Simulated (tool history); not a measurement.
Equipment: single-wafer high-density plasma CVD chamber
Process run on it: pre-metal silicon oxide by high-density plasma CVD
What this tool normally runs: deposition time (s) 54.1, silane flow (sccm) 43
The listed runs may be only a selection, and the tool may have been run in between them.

| run | hour | deposition time (s) | silane flow (sccm) | read-back reference wafer on the same gauge, thickness_nm | mean film thickness on the monitor wafer (nm) |
|---|---|---|---|---|---|
| 1 | 0 | 56.3 | 43 | 262.045 | 254.029 |
| 2 | 43.8 | 56.3 | 43 | 261.931 | 255.483 |
| 3 | 105.8 | 56.3 | 43 | 261.998 | 256.127 |
| 4 | 160 | 54.1 | 43 | 261.871 | 245.243 |
| 5 | 233.3 | 54.1 | 43 | 261.923 | 245.78 |
| 6 | 271.4 | 54.1 | 37 | 261.92 | 218.816 |
| 7 | 353.1 | 54.1 | 37 | 262.029 | 219.747 |
| 8 | 435.5 | 54.1 | 43 | 261.97 | 246.425 |
| 9 | 517.3 | 54.1 | 43 | 262.048 | 246.558 |
| 10 | 561.3 | 54.1 | 43 | 262.085 | 246.883 |
| 11 | 603.2 | 54.1 | 43 | 262.007 | 246.641 |
| 12 | 647.4 | 54.1 | 43 | 261.749 | 246.992 |
| 13 | 686.9 | 54.1 | 43 | 261.969 | 247.078 |
| 14 | 779 | 54.1 | 43 | 262.213 | 248.094 |
|  | 807.7 | gauge calibrated |
| 15 | 847.1 | 54.1 | 38 | 262.081 | 225.662 |
| 16 | 948.6 | 62.3 | 35 | 261.994 | 244.652 |
| 17 | 1035.6 | 54.1 | 43 | 262.147 | 247.849 |
| 18 | 1076.6 | 54.1 | 39 | 262.076 | 230.945 |
| 19 | 1180.3 | 46.6 | 48 | 261.864 | 234.439 |
| 20 | 1287.7 | 54.1 | 43 | 261.992 | 248.697 |
|  | 1320.8 | silane flow controller replaced |
| 21 | 1345.6 | 54.1 | 43 | 261.932 | 241.067 |
| 22 | 1421.2 | 57.8 | 51 | 262.04 | 296.548 |
| 23 | 1496.1 | 57.1 | 43 | 262.119 | 255.573 |
| 24 | 1592.7 | 61.9 | 39 | 261.801 | 257.838 |
| 25 | 1678 | 48.1 | 40 | 261.966 | 205.031 |
| 26 | 1721.9 | 57.7 | 43 | 262.085 | 260.461 |
| 27 | 1929.2 | 54.1 | 43 | 262.02 | 244.441 |
| 28 | 1969 | 44.6 | 47 | 261.778 | 216.53 |
| 29 | 2017 | 46.2 | 35 | 262.137 | 178.731 |
| 30 | 2074.2 | 59.2 | 38 | 262.059 | 243.544 |
| 31 | 2114.2 | 54.1 | 43 | 261.789 | 245.001 |

Pick out some run-to-run changes in mean film thickness on the monitor wafer (nm). Of each, how much would a tool without hidden state show as well, from the settings, what came in and chance, and how much is left for the hidden state and any gauge scatter not in both results compared?
What the log doesn't record here: delivered silane flow above the setpoint (%); gauge reads high (%).
Run 15 -> 16: deposition time (s) 54.1 -> 62.3, silane flow (sccm) 38 -> 35. mean film thickness on the monitor wafer (nm) +18.99: hidden state +0.842, all else +18.148.
Run 20 -> 21: silane flow controller replaced. mean film thickness on the monitor wafer (nm) -7.63: hidden state -6.822, all else -0.808.
Run 21 -> 22: deposition time (s) 54.1 -> 57.8, silane flow (sccm) 43 -> 51. mean film thickness on the monitor wafer (nm) +55.481: hidden state +0.617, all else +54.864.
Run 25 -> 26: deposition time (s) 48.1 -> 57.7, silane flow (sccm) 40 -> 43. mean film thickness on the monitor wafer (nm) +55.43: hidden state +0.718, all else +54.712.
Run 29 -> 30: deposition time (s) 46.2 -> 59.2, silane flow (sccm) 35 -> 38. mean film thickness on the monitor wafer (nm) +64.813: hidden state +1.147, all else +63.666.

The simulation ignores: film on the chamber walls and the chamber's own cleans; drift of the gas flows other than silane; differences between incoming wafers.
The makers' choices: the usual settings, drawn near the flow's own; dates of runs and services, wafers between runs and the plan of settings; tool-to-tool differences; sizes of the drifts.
